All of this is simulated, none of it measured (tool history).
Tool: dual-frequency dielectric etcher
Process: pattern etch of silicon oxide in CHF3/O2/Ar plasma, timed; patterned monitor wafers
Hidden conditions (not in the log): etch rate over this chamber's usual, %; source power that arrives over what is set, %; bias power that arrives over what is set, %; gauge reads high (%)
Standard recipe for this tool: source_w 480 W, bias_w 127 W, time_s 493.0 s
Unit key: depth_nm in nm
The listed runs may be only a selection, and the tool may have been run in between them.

run	hour	source_w	bias_w	time_s	wafers since the last listed run	hours since the last wet clean	hours since the last source power generator calibration	hours since the last bias power generator calibration	hours since the last upper electrode change	hours since the gauge calibration	read-back reference wafer on the same gauge, depth_nm	depth_nm
1	0.0	480	146	493.0	0	401.4	647.6	2949.5	1683.7	1032.4	931.6	890.2
# hour 70.7: wet clean of the chamber
2	71.2	480	146	493.0	130	0.5	718.8	3020.7	1754.9	1103.6	931.0	888.8
3	90.6	480	146	493.0	53	19.9	738.2	3040.1	1774.3	1123.0	931.4	890.9
4	120.6	480	143	493.0	83	49.9	768.2	3070.1	1804.3	1153.0	929.9	884.2
5	174.0	480	143	493.0	147	103.3	821.6	3123.5	1857.7	1206.4	928.9	882.2
6	224.0	480	127	540.0	138	153.3	871.6	3173.5	1907.7	1256.4	928.5	926.6
7	278.2	480	127	540.0	150	207.5	925.8	3227.7	1961.9	1310.6	926.5	926.1
8	329.5	480	127	540.0	142	258.8	977.1	3279.0	2013.2	1361.9	926.9	924.7
9	379.6	480	127	493.0	138	308.9	1027.2	3329.1	2063.3	1412.0	926.0	844.6
10	404.1	480	127	493.0	67	333.4	1051.7	3353.6	2087.8	1436.5	925.5	844.6
# hour 447.1: bias power generator calibrated
11	455.2	480	127	493.0	130	384.5	1102.8	8.1	2138.9	1487.6	924.9	846.1
# hour 529.5: upper electrode replaced
12	530.0	480	127	493.0	140	459.3	1177.6	82.9	0.5	1562.4	922.4	844.3
# hour 574.4: wet clean of the chamber
13	574.9	510	127	392.5	57	0.5	1222.5	127.8	45.4	1607.3	922.7	695.4
14	586.2	480	127	493.0	31	11.8	1233.8	139.1	56.7	1618.6	921.6	834.7
15	627.9	480	157	493.0	115	53.5	1275.5	180.8	98.4	1660.3	921.5	905.5
16	686.8	480	127	493.0	163	112.4	1334.4	239.7	157.3	1719.2	919.3	835.7
17	752.7	480	155	448.0	182	178.3	1400.3	305.6	223.2	1785.1	919.0	815.6
18	796.2	480	137	493.0	120	221.8	1443.8	349.1	266.7	1828.6	916.8	860.8
19	860.5	480	108	493.0	178	286.1	1508.1	413.4	331.0	1892.9	915.6	790.2
20	931.9	520	144	419.0	197	357.5	1579.5	484.8	402.4	1964.3	913.7	776.8
# hour 946.8: gauge calibrated
# hour 1005.8: wet clean of the chamber
21	1006.3	480	127	564.5	139	0.5	1653.9	559.2	476.8	59.5	935.2	973.8
22	1077.9	480	108	493.0	198	72.1	1725.5	630.8	548.4	131.1	935.5	809.4
# hour 1097.3: source power generator calibrated
23	1133.8	370	141	409.5	143	128.0	36.5	686.7	604.3	187.0	935.0	617.5
24	1165.6	380	109	439.0	88	159.8	68.3	718.5	636.1	218.8	934.4	616.3
25	1225.1	370	151	425.0	164	219.3	127.8	778.0	695.6	278.3	935.6	653.9
26	1275.9	550	127	493.0	140	270.1	178.6	828.8	746.4	329.1	934.0	925.1
27	1346.7	480	127	493.0	196	340.9	249.4	899.6	817.2	399.9	934.7	847.9
28	1382.4	480	127	382.5	98	376.6	285.1	935.3	852.9	435.6	933.6	657.4
29	1429.6	480	127	389.5	130	423.8	332.3	982.5	900.1	482.8	933.7	670.5
30	1456.5	480	127	493.0	74	450.7	359.2	1009.4	927.0	509.7	933.4	851.9

What differs in the tool's unlogged condition from the final listed run ahead of each entry between runs to the first listed run following it?
From run 1 to run 2: wet clean of the chamber (hour 70.7)
  gauge reads high (%): -0.662 -> -0.764
  measured minus no-state result, depth_nm: -6.0 -> -6.8 nm
From run 10 to run 11: bias power generator calibrated (hour 447.1)
  gauge reads high (%): -1.33 -> -1.43
  measured minus no-state result, depth_nm: -11.4 -> -12.3 nm
From run 11 to run 12: upper electrode replaced (hour 529.5)
  gauge reads high (%): -1.43 -> -1.58
  measured minus no-state result, depth_nm: -12.3 -> -13.6 nm
From run 12 to run 13: wet clean of the chamber (hour 574.4)
  gauge reads high (%): -1.58 -> -1.68
  measured minus no-state result, depth_nm: -13.6 -> -11.8 nm
From run 20 to run 21: gauge calibrated (hour 946.8); wet clean of the chamber (hour 1005.8)
  gauge reads high (%): -2.53 -> -0.305
  measured minus no-state result, depth_nm: -20.1 -> -3.0 nm
From run 22 to run 23: source power generator calibrated (hour 1097.3)
  gauge reads high (%): -0.315 -> -0.326
  measured minus no-state result, depth_nm: -2.6 -> -2.0 nm

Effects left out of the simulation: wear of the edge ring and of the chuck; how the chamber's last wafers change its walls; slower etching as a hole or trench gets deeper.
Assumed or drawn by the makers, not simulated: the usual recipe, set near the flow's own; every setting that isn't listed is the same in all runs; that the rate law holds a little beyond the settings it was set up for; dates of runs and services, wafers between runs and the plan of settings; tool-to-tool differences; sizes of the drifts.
